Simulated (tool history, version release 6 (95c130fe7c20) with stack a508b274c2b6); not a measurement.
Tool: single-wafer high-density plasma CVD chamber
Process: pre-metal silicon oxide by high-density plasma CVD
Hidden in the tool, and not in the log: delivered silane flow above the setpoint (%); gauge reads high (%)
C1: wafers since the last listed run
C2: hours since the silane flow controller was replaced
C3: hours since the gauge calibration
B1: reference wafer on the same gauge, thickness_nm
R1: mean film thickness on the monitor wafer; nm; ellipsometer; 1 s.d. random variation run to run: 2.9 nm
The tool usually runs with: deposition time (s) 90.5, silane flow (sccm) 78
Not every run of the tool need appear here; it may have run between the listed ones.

{"run": 1, "hour": 0.0, "deposition time (s)": 90.5, "silane flow (sccm)": 78, "C1": 0, "C2": 1322.2, "C3": 524.8, "B1": 806.144, "R1": 671.24}
{"run": 2, "hour": 60.9, "deposition time (s)": 90.5, "silane flow (sccm)": 78, "C1": 474, "C2": 1383.1, "C3": 585.7, "B1": 805.854, "R1": 670.549}
{"run": 3, "hour": 129.3, "deposition time (s)": 90.5, "silane flow (sccm)": 78, "C1": 532, "C2": 1451.5, "C3": 654.1, "B1": 806.056, "R1": 672.047}
{"run": 4, "hour": 194.6, "deposition time (s)": 90.5, "silane flow (sccm)": 78, "C1": 508, "C2": 1516.8, "C3": 719.4, "B1": 805.689, "R1": 672.514}
{"run": 5, "hour": 263.8, "deposition time (s)": 90.5, "silane flow (sccm)": 78, "C1": 538, "C2": 1586, "C3": 788.6, "B1": 805.878, "R1": 666.204}
{"run": 6, "hour": 334.5, "deposition time (s)": 90.5, "silane flow (sccm)": 78, "C1": 550, "C2": 1656.7, "C3": 859.3, "B1": 806.621, "R1": 669.522}
{"run": 7, "hour": 364.4, "deposition time (s)": 90.5, "silane flow (sccm)": 78, "C1": 232, "C2": 1686.6, "C3": 889.2, "B1": 805.624, "R1": 665.298}
{"run": 8, "hour": 393.6, "deposition time (s)": 90.5, "silane flow (sccm)": 78, "C1": 227, "C2": 1715.8, "C3": 918.4, "B1": 805.909, "R1": 668.804}
{"run": 9, "hour": 459.9, "deposition time (s)": 90.5, "silane flow (sccm)": 78, "C1": 516, "C2": 1782.1, "C3": 984.7, "B1": 805.609, "R1": 660.375}
{"hour": 528.7, "done": "silane flow controller replaced"}
{"run": 10, "hour": 531.1, "deposition time (s)": 90.5, "silane flow (sccm)": 78, "C1": 491, "C2": 2.4, "C3": 1055.9, "B1": 805.45, "R1": 685.204}
{"hour": 579.5, "done": "gauge calibrated"}
{"run": 11, "hour": 590.4, "deposition time (s)": 102.1, "silane flow (sccm)": 74, "C1": 461, "C2": 61.7, "C3": 10.9, "B1": 806.348, "R1": 748.897}
{"run": 12, "hour": 650.3, "deposition time (s)": 90.5, "silane flow (sccm)": 70, "C1": 466, "C2": 121.6, "C3": 70.8, "B1": 805.814, "R1": 632.424}
{"run": 13, "hour": 677.4, "deposition time (s)": 90.5, "silane flow (sccm)": 89, "C1": 210, "C2": 148.7, "C3": 97.9, "B1": 806.082, "R1": 763.75}
{"run": 14, "hour": 711.6, "deposition time (s)": 108.3, "silane flow (sccm)": 78, "C1": 266, "C2": 182.9, "C3": 132.1, "B1": 805.792, "R1": 816.558}
{"run": 15, "hour": 766.2, "deposition time (s)": 90.5, "silane flow (sccm)": 78, "C1": 425, "C2": 237.5, "C3": 186.7, "B1": 805.869, "R1": 690.018}
{"run": 16, "hour": 826.7, "deposition time (s)": 101.5, "silane flow (sccm)": 84, "C1": 470, "C2": 298, "C3": 247.2, "B1": 806.121, "R1": 808.611}
{"run": 17, "hour": 861.6, "deposition time (s)": 102.1, "silane flow (sccm)": 74, "C1": 271, "C2": 332.9, "C3": 282.1, "B1": 805.941, "R1": 747.09}
{"run": 18, "hour": 906.5, "deposition time (s)": 102.8, "silane flow (sccm)": 73, "C1": 349, "C2": 377.8, "C3": 327, "B1": 806.734, "R1": 741.485}
{"run": 19, "hour": 954.0, "deposition time (s)": 74.6, "silane flow (sccm)": 72, "C1": 369, "C2": 425.3, "C3": 374.5, "B1": 806.148, "R1": 534.96}

Here are 3 independent what-if runs from the current tool condition. What would each one return?
{"run": "A", "hour": 954.4, "deposition time (s)": 75.4, "silane flow (sccm)": 78, "C1": 3, "C2": 425.7, "C3": 374.9, "B1": "?", "R1": "?"}
{"run": "B", "hour": 954.4, "deposition time (s)": 90.5, "silane flow (sccm)": 90, "C1": 3, "C2": 425.7, "C3": 374.9, "B1": "?", "R1": "?"}
{"run": "C", "hour": 954.4, "deposition time (s)": 104.7, "silane flow (sccm)": 83, "C1": 3, "C2": 425.7, "C3": 374.9, "B1": "?", "R1": "?"}

run=A B1=805.891 R1=571.328
run=B B1=805.891 R1=762.556
run=C B1=805.891 R1=830.369
Take away the tool's hidden state, keep each run's random variation, and the runs would have read:
run=A R1=574.889
run=B R1=767.308
run=C R1=835.544

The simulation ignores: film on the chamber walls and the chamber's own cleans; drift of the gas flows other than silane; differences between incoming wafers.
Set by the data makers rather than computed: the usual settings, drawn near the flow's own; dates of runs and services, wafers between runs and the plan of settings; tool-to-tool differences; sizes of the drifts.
